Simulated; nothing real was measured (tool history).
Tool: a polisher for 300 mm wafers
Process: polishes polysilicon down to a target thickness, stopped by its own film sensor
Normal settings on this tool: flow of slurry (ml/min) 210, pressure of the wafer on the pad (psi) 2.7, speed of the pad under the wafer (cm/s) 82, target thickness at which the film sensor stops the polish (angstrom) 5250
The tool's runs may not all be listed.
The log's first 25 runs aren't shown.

run,hour,flow of slurry (ml/min),pressure of the wafer on the pad (psi),speed of the pad under the wafer (cm/s),target thickness at which the film sensor stops the polish (angstrom),"incoming thickness of the incoming film, nm",time until the film sensor stopped the polish (s)
26,579.4,165,3.3,56,4590,1024.3,112.0
27,597.2,210,3.3,64,3590,1022.3,117.5
28,629.9,210,1.8,58,5250,1012.7,170.2
29,653.6,210,2.7,82,5250,1004.5,88.0
# hour 662.2: worn pad replaced by a new one
30,669.8,210,3.3,64,5250,1023.5,89.3
31,694.7,180,2.7,82,4140,1021.2,120.0
32,726.1,185,3.5,100,6840,1004.6,41.3
33,747.3,255,2.5,82,5250,1026.5,101.2
34,765.3,150,2.7,98,6860,1007.4,55.9
35,800.0,210,2.7,106,5250,1036.8,82.6
36,826.8,210,2.7,82,5250,1018.8,96.8

5 options for the next run, each taken on its own from the tool as it stands now. Forecast them:
A,827.2,210,2.7,82,6340,1010.4,?
B,827.2,260,2.7,82,5250,1010.4,?
C,827.2,175,2.3,56,4400,1010.4,?
D,827.2,155,3.5,54,4750,1010.4,?
E,827.2,240,3.3,82,5250,1010.4,?

run,time until the film sensor stopped the polish (s)
A,72.3
B,91.1
C,169.0
D,108.5
E,75.2
Had the tool no hidden state, the same runs would have come out as:
run,time until the film sensor stopped the polish (s)
A,67.5
B,85.1
C,157.8
D,101.3
E,70.2
